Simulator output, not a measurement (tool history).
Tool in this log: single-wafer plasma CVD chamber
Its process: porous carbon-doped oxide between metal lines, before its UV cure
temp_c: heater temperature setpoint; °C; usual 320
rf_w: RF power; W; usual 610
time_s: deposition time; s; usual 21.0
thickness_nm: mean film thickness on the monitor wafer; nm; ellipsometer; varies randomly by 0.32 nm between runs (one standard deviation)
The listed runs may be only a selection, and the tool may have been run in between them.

run   hour  temp_c  rf_w  time_s  wafers since the last listed run  hours since the last thermocouple change  hours since the last RF generator calibration  hours since the showerhead was replaced  hours since the gauge calibration  read-back reference wafer on the same gauge, thickness_nm  thickness_nm
  1    0.0     320   610    21.0                                 0                                    1675.2                                         1311.5                                   2353.0                              451.0                                                    119.090       124.017
  2   13.1     320   610    21.0                               278                                    1688.3                                         1324.6                                   2366.1                              464.1                                                    119.038       124.413
  3   30.4     326   550    21.0                               367                                    1705.6                                         1341.9                                   2383.4                              481.4                                                    118.914       110.692
  4   39.8     314   535    21.0                               199                                    1715.0                                         1351.3                                   2392.8                              490.8                                                    118.990       115.878
  5   55.6     314   535    21.0                               335                                    1730.8                                         1367.1                                   2408.6                              506.6                                                    119.045       115.703
  6   73.1     314   535    21.0                               372                                    1748.3                                         1384.6                                   2426.1                              524.1                                                    119.033       115.529
  7   87.2     320   610    23.9                               299                                    1762.4                                         1398.7                                   2440.2                              538.2                                                    119.100       140.718
  8   99.8     320   610    23.9                               267                                    1775.0                                         1411.3                                   2452.8                              550.8                                                    119.021       140.247
  9  114.3     320   610    23.9                               308                                    1789.5                                         1425.8                                   2467.3                              565.3                                                    119.065       140.519
 10  126.9     320   610    21.0                               267                                    1802.1                                         1438.4                                   2479.9                              577.9                                                    119.010       123.631
 11  135.1     330   685    21.0                               174                                    1810.3                                         1446.6                                   2488.1                              586.1                                                    119.002       128.474
 12  146.9     320   610    21.0                               250                                    1822.1                                         1458.4                                   2499.9                              597.9                                                    118.996       123.914
     159.8  -- gauge calibrated
 13  159.9     329   655    21.0                               276                                    1835.1                                         1471.4                                   2512.9                                0.1                                                    118.962       124.269
 14  174.1     305   610    21.0                               301                                    1849.3                                         1485.6                                   2527.1                               14.3                                                    119.034       135.778
     197.7  -- thermocouple changed; heater temperature recalibrated
 15  198.2     320   610    21.0                               342                                       0.5                                         1509.7                                   2551.2                               38.4                                                    118.974       124.095
 16  206.9     320   610    21.0                               184                                       9.2                                         1518.4                                   2559.9                               47.1                                                    118.942       123.613
 17  216.0     320   610    24.7                               193                                      18.3                                         1527.5                                   2569.0                               56.2                                                    119.010       144.261
 18  229.9     320   610    21.0                               295                                      32.2                                         1541.4                                   2582.9                               70.1                                                    118.934       122.860
 19  237.7     313   610    21.0                               165                                      40.0                                         1549.2                                   2590.7                               77.9                                                    118.960       128.467
 20  253.0     326   540    18.0                               325                                      55.3                                         1564.5                                   2606.0                               93.2                                                    119.016        93.016
 21  260.6     312   610    21.0                               161                                      62.9                                         1572.1                                   2613.6                              100.8                                                    119.049       129.363
     277.0  -- RF generator calibrated
     281.3  -- showerhead replaced
 22  281.8     306   705    19.4                               190                                      84.1                                            4.8                                      0.5                              122.0                                                    119.023       144.830
 23  286.2     320   610    21.0                                93                                      88.5                                            9.2                                      4.9                              126.4                                                    119.006       129.262
 24  293.3     312   565    17.0                               150                                      95.6                                           16.3                                     12.0                              133.5                                                    119.025       103.782
 25  309.6     313   510    21.0                               346                                     111.9                                           32.6                                     28.3                              149.8                                                    118.970       116.553
 26  330.6     325   610    16.8                               446                                     132.9                                           53.6                                     49.3                              170.8                                                    119.001       100.608
 27  337.5     320   685    19.3                               146                                     139.8                                           60.5                                     56.2                              177.7                                                    119.008       129.497
 28  351.0     308   690    18.6                               287                                     153.3                                           74.0                                     69.7                              191.2                                                    118.983       135.039
 29  363.0     320   610    21.0                               255                                     165.3                                           86.0                                     81.7                              203.2                                                    118.969       128.274
 30  380.6     314   535    21.0                               374                                     182.9                                          103.6                                     99.3                              220.8                                                    118.993       120.448
 31  392.1     332   555    17.1                               244                                     194.4                                          115.1                                    110.8                              232.3                                                    119.010        91.570
 32  401.7     333   670    16.9                               204                                     204.0                                          124.7                                    120.4                              241.9                                                    119.007       103.506
 33  415.2     324   495    21.0                               287                                     217.5                                          138.2                                    133.9                              255.4                                                    119.026       106.019
 34  431.2     320   610    21.0                               340                                     233.5                                          154.2                                    149.9                              271.4                                                    118.958       128.219
 35  442.1     312   610    21.0                               231                                     244.4                                          165.1                                    160.8                              282.3                                                    118.957       134.509

State the hidden condition of the tool at each of the runs:
wafer temperature above the value expected at the setpoint (K): 0 across all the runs
gauge reads high (%): 0 across all the runs
H1: delivered RF power above the setpoint (%)
run      H1
  1   -5.27
  2   -5.32
  3   -5.39
  4   -5.43
  5   -5.49
  6   -5.56
  7   -5.62
  8   -5.67
  9   -5.73
 10   -5.78
 11   -5.81
 12   -5.86
 13   -5.91
 14   -5.97
 15   -6.06
 16    -6.1
 17   -6.14
 18   -6.19
 19   -6.22
 20   -6.28
 21   -6.31
 22  -0.775
 23  -0.793
 24  -0.821
 25  -0.886
 26  -0.971
 27  -0.998
 28   -1.05
 29    -1.1
 30   -1.17
 31   -1.22
 32   -1.26
 33   -1.31
 34   -1.37
 35   -1.42

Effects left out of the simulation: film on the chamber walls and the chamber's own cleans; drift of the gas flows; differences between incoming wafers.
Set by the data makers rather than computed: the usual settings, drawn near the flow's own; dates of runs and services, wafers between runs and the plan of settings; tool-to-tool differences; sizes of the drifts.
